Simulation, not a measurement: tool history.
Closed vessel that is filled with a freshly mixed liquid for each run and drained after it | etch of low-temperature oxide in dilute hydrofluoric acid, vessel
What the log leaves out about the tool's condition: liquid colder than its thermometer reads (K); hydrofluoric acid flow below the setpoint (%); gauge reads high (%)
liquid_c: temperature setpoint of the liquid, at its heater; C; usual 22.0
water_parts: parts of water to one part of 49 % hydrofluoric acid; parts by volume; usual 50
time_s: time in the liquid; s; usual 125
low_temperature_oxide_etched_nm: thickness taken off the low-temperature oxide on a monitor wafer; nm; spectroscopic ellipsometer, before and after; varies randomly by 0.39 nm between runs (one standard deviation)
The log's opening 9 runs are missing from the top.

| run | day | liquid_c | water_parts | time_s | wafers since the last listed run | hours since the thermometer was replaced | hours since the hydrofluoric acid flow meter was replaced | hours since the gauge calibration | read-back film thickness of the low-temperature oxide reference wafer, read on the same gauge (nm) | low_temperature_oxide_etched_nm |
|---|---|---|---|---|---|---|---|---|---|---|
| 10 | 30.417 | 22.0 | 50 | 125 | 11765 | 745.4 | 2292.7 | 1703.5 | 90.01 | 58.57 |
|  | 32.283 | hydrofluoric acid flow meter replaced |
| 11 | 33.250 | 22.0 | 50 | 125 | 7782 | 813.4 | 23.2 | 1771.5 | 90.02 | 57.63 |
| 12 | 36.671 | 22.0 | 50 | 125 | 9535 | 895.5 | 105.3 | 1853.6 | 90.04 | 57.79 |
| 13 | 38.662 | 22.0 | 35 | 160 | 5551 | 943.3 | 153.1 | 1901.4 | 90.00 | 105.45 |
| 14 | 42.796 | 22.0 | 50 | 195 | 11522 | 1042.5 | 252.3 | 2000.6 | 90.01 | 88.63 |
| 15 | 46.396 | 22.0 | 70 | 200 | 10035 | 1128.9 | 338.7 | 2087.0 | 90.01 | 63.04 |
| 16 | 50.579 | 17.5 | 50 | 125 | 11661 | 1229.3 | 439.1 | 2187.4 | 89.99 | 46.49 |
| 17 | 53.146 | 20.5 | 40 | 125 | 7154 | 1290.9 | 500.7 | 2249.0 | 90.00 | 66.47 |
|  | 53.683 | thermometer replaced |
| 18 | 57.100 | 23.5 | 50 | 95 | 10906 | 82.0 | 595.6 | 2343.9 | 90.02 | 48.84 |
| 19 | 58.758 | 19.5 | 40 | 125 | 4622 | 121.8 | 635.4 | 2383.7 | 90.04 | 67.50 |
|  | 58.921 | gauge calibrated |
| 20 | 61.396 | 17.5 | 45 | 170 | 7352 | 185.1 | 698.7 | 59.4 | 90.00 | 74.04 |
| 21 | 64.546 | 26.0 | 60 | 75 | 8780 | 260.7 | 774.3 | 135.0 | 90.02 | 34.35 |
| 22 | 66.229 | 22.0 | 50 | 125 | 4692 | 301.1 | 814.7 | 175.4 | 90.01 | 58.71 |
| 23 | 70.438 | 22.0 | 50 | 125 | 11731 | 402.1 | 915.7 | 276.4 | 90.02 | 58.90 |
| 24 | 72.388 | 25.0 | 55 | 150 | 5435 | 448.9 | 962.5 | 323.2 | 90.01 | 72.11 |

Run 25 comes next. What will it give?
| 25 | 76.592 | 22.0 | 50 | 125 | 11719 | 549.8 | 1063.4 | 424.1 | ? | ? |

read-back film thickness of the low-temperature oxide reference wafer, read on the same gauge (nm): 89.98
low_temperature_oxide_etched_nm: 58.02 nm
On a tool with no hidden condition, and with the same random variation, this run would have come out at low_temperature_oxide_etched_nm 60.15 nm.

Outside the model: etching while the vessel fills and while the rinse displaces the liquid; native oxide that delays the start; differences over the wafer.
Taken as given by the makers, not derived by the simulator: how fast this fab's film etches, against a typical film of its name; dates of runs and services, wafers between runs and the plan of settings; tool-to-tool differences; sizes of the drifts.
